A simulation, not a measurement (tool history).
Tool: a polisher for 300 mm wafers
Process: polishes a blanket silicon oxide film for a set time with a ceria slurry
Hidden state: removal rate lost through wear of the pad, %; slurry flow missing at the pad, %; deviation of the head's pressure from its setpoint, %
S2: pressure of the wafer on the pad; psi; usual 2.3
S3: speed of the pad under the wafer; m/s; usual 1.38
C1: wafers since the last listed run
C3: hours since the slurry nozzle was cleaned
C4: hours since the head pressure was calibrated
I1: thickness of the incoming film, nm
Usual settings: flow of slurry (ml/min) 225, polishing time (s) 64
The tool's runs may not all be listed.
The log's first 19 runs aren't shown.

Run 20, hour 253.2: usual settings but S3 1.70 m/s; C1 116; wafers polished on this pad 1043; C3 509.9; C4 1211.3; I1 1447.7. Result: film removed (angstrom) 3456.
At hour 263.4: worn pad replaced by a new one.
At hour 266.6: head pressure recalibrated.
Run 21, hour 271.2: usual settings; C1 87; wafers polished on this pad 42; C3 527.9; C4 4.6; I1 1458.0. Result: film removed (angstrom) 3302.
Run 22, hour 281.9: usual settings; C1 77; wafers polished on this pad 120; C3 538.6; C4 15.3; I1 1434.2. Result: film removed (angstrom) 3150.
Run 23, hour 294.8: usual settings but flow of slurry (ml/min) 295, S2 1.9 psi; C1 94; wafers polished on this pad 214; C3 551.5; C4 28.2; I1 1423.4. Result: film removed (angstrom) 2683.
At hour 341.6: slurry nozzle cleaned.
Run 24, hour 347.2: usual settings but flow of slurry (ml/min) 280, S3 0.98 m/s, polishing time (s) 83; C1 374; wafers polished on this pad 589; C3 5.6; C4 80.6; I1 1409.2. Result: film removed (angstrom) 3066.
Run 25, hour 354.5: usual settings but flow of slurry (ml/min) 285, S3 1.14 m/s; C1 53; wafers polished on this pad 642; C3 12.9; C4 87.9; I1 1418.6. Result: film removed (angstrom) 2645.
Run 26, hour 369.2: usual settings; C1 107; wafers polished on this pad 749; C3 27.6; C4 102.6; I1 1434.8. Result: film removed (angstrom) 3027.
Run 27, hour 380.9: usual settings but S2 1.5 psi; C1 85; wafers polished on this pad 834; C3 39.3; C4 114.3; I1 1440.8. Result: film removed (angstrom) 1902.
At hour 389.7: worn pad replaced by a new one.
Run 28, hour 390.2: usual settings but flow of slurry (ml/min) 250, S2 1.6 psi, polishing time (s) 83; C1 38; wafers polished on this pad 3; C3 48.6; C4 123.6; I1 1440.8. Result: film removed (angstrom) 2986.
Run 29, hour 405.4: usual settings but S2 2.6 psi, polishing time (s) 86; C1 110; wafers polished on this pad 114; C3 63.8; C4 138.8; I1 1427.4. Result: film removed (angstrom) 4812.
Run 30, hour 430.7: usual settings but flow of slurry (ml/min) 200, S2 1.7 psi, S3 1.18 m/s, polishing time (s) 53; C1 184; wafers polished on this pad 298; C3 89.1; C4 164.1; I1 1435.3. Result: film removed (angstrom) 1610.
Run 31, hour 442.2: usual settings but flow of slurry (ml/min) 295, S2 1.9 psi; C1 83; wafers polished on this pad 382; C3 100.6; C4 175.6; I1 1420.9. Result: film removed (angstrom) 2538.
Run 32, hour 452.8: usual settings but flow of slurry (ml/min) 150, S3 1.00 m/s; C1 77; wafers polished on this pad 459; C3 111.2; C4 186.2; I1 1435.9. Result: film removed (angstrom) 2157.
Run 33, hour 461.4: usual settings; C1 62; wafers polished on this pad 522; C3 119.8; C4 194.8; I1 1444.6. Result: film removed (angstrom) 2943.
Run 34, hour 473.6: usual settings; C1 88; wafers polished on this pad 611; C3 132.0; C4 207.0; I1 1428.9. Result: film removed (angstrom) 2930.

Forecast each of these 5 alternatives for the next run:
Run A, hour 474.0: usual settings but flow of slurry (ml/min) 250; C1 2; wafers polished on this pad 614; C3 132.4; C4 207.4; I1 1446.1. Result: film removed (angstrom) ?.
Run B, hour 474.0: usual settings but flow of slurry (ml/min) 250, S3 1.22 m/s, polishing time (s) 82; C1 2; wafers polished on this pad 614; C3 132.4; C4 207.4; I1 1446.1. Result: film removed (angstrom) ?.
Run C, hour 474.0: usual settings but flow of slurry (ml/min) 190, S2 2.0 psi, S3 1.52 m/s; C1 2; wafers polished on this pad 614; C3 132.4; C4 207.4; I1 1446.1. Result: film removed (angstrom) ?.
Run D, hour 474.0: usual settings but S2 3.0 psi, polishing time (s) 57; C1 2; wafers polished on this pad 614; C3 132.4; C4 207.4; I1 1446.1. Result: film removed (angstrom) ?.
Run E, hour 474.0: usual settings but flow of slurry (ml/min) 200; C1 2; wafers polished on this pad 614; C3 132.4; C4 207.4; I1 1446.1. Result: film removed (angstrom) ?.

run  film removed (angstrom)
  A                     2985
  B                     3478
  C                     2698
  D                     3422
  E                     2898
Without the tool's hidden state the same runs would have given:
run  film removed (angstrom)
  A                     3375
  B                     3933
  C                     3051
  D                     3870
  E                     3277
